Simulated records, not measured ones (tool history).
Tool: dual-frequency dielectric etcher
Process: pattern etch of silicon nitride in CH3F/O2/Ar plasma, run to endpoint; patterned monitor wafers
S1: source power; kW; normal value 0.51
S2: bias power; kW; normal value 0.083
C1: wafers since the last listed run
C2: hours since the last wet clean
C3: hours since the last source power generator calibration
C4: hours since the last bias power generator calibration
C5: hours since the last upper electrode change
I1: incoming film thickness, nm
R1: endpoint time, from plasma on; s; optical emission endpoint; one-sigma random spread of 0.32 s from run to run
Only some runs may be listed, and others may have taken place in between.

Run 1, day 0: usual settings; C1 0; C2 454.6; C3 1562.7; C4 4310.7; C5 4682.7; I1 51.2. Result: R1 74.5 s.
Run 2, day 0.333: usual settings; C1 83; C2 462.6; C3 1570.7; C4 4318.7; C5 4690.7; I1 51.3. Result: R1 75.1 s.
Run 3, day 2.183: usual settings; C1 462; C2 507; C3 1615.1; C4 4363.1; C5 4735.1; I1 51.4. Result: R1 75.1 s.
Run 4, day 2.921: usual settings but S1 0.57 kW; C1 184; C2 524.7; C3 1632.8; C4 4380.8; C5 4752.8; I1 51.3. Result: R1 70.7 s.
At day 4.083: upper electrode replaced.
Run 5, day 4.104: usual settings but S1 0.57 kW; C1 45; C2 553.1; C3 1661.2; C4 4409.2; C5 0.5; I1 51.4. Result: R1 71.6 s.
Run 6, day 4.121: usual settings but S1 0.43 kW; C1 4; C2 553.5; C3 1661.6; C4 4409.6; C5 0.9; I1 51.3. Result: R1 82.8 s.
Run 7, day 4.133: usual settings but S1 0.43 kW; C1 3; C2 553.8; C3 1661.9; C4 4409.9; C5 1.2; I1 51.7. Result: R1 83 s.
Run 8, day 4.288: usual settings but S1 0.56 kW; C1 38; C2 557.5; C3 1665.6; C4 4413.6; C5 4.9; I1 51.7. Result: R1 73 s.
Run 9, day 5.004: usual settings but S1 0.56 kW; C1 179; C2 574.7; C3 1682.8; C4 4430.8; C5 22.1; I1 50.7. Result: R1 71.3 s.
Run 10, day 5.346: usual settings but S2 0.088 kW; C1 85; C2 582.9; C3 1691; C4 4439; C5 30.3; I1 51.8. Result: R1 74.8 s.
Run 11, day 5.604: usual settings but S2 0.088 kW; C1 64; C2 589.1; C3 1697.2; C4 4445.2; C5 36.5; I1 52.3. Result: R1 76.3 s.
Run 12, day 5.992: usual settings but S2 0.088 kW; C1 96; C2 598.4; C3 1706.5; C4 4454.5; C5 45.8; I1 51.4. Result: R1 74.9 s.
Run 13, day 6.342: usual settings but S1 0.41 kW, S2 0.066 kW; C1 87; C2 606.8; C3 1714.9; C4 4462.9; C5 54.2; I1 51.5. Result: R1 91.2 s.
Run 14, day 6.771: usual settings but S1 0.47 kW; C1 107; C2 617.1; C3 1725.2; C4 4473.2; C5 64.5; I1 51.3. Result: R1 79.1 s.
Run 15, day 7.121: usual settings but S1 0.46 kW, S2 0.094 kW; C1 87; C2 625.5; C3 1733.6; C4 4481.6; C5 72.9; I1 51.5. Result: R1 77.6 s.
At day 7.388: bias power generator calibrated.
At day 8.408: wet clean of the chamber.
Run 16, day 8.429: usual settings; C1 35; C2 0.5; C3 1765; C4 25; C5 104.3; I1 51.2. Result: R1 71.4 s.
Run 17, day 8.442: usual settings; C1 3; C2 0.8; C3 1765.3; C4 25.3; C5 104.6; I1 51.7. Result: R1 72 s.
Run 18, day 8.55: usual settings; C1 27; C2 3.4; C3 1767.9; C4 27.9; C5 107.2; I1 51.6. Result: R1 72.5 s.
Run 19, day 8.833: usual settings but S2 0.104 kW; C1 70; C2 10.2; C3 1774.7; C4 34.7; C5 114; I1 51.3. Result: R1 67.6 s.
Run 20, day 9.317: usual settings but S2 0.065 kW; C1 120; C2 21.8; C3 1786.3; C4 46.3; C5 125.6; I1 52. Result: R1 78.9 s.
At day 9.621: source power generator calibrated.
Run 21, day 9.642: usual settings but S1 0.63 kW; C1 39; C2 29.6; C3 0.5; C4 54.1; C5 133.4; I1 51.4. Result: R1 64.9 s.
Run 22, day 9.85: usual settings but S1 0.43 kW; C1 52; C2 34.6; C3 5.5; C4 59.1; C5 138.4; I1 51.7. Result: R1 79 s.
Run 23, day 11.746: usual settings but S1 0.45 kW, S2 0.064 kW; C1 474; C2 80.1; C3 51; C4 104.6; C5 183.9; I1 51.5. Result: R1 83.4 s.
Run 24, day 12.329: usual settings but S1 0.58 kW, S2 0.088 kW; C1 145; C2 94.1; C3 65; C4 118.6; C5 197.9; I1 51.4. Result: R1 66.9 s.

Pick out some run-to-run changes in R1. Of each, how much would a tool without hidden state show as well, from the settings, what came in and chance, and how much is left for the hidden state and any gauge scatter not in both results compared?
Hidden state at play: etch rate over this chamber's usual, %; source power that arrives over what is set, %; bias power that arrives over what is set, %.
Run 12 -> 13: S1 0.51 -> 0.41, S2 0.088 -> 0.066. R1 +16.3 s: hidden state +0.7, all else +15.6.
Run 15 -> 16: S1 0.46 -> 0.51, S2 0.094 -> 0.083, bias power generator calibrated, wet clean of the chamber. R1 -6.2 s: hidden state -4, all else -2.2.
Run 23 -> 24: S1 0.45 -> 0.58, S2 0.064 -> 0.088. R1 -16.5 s: hidden state +0.1, all else -16.6.
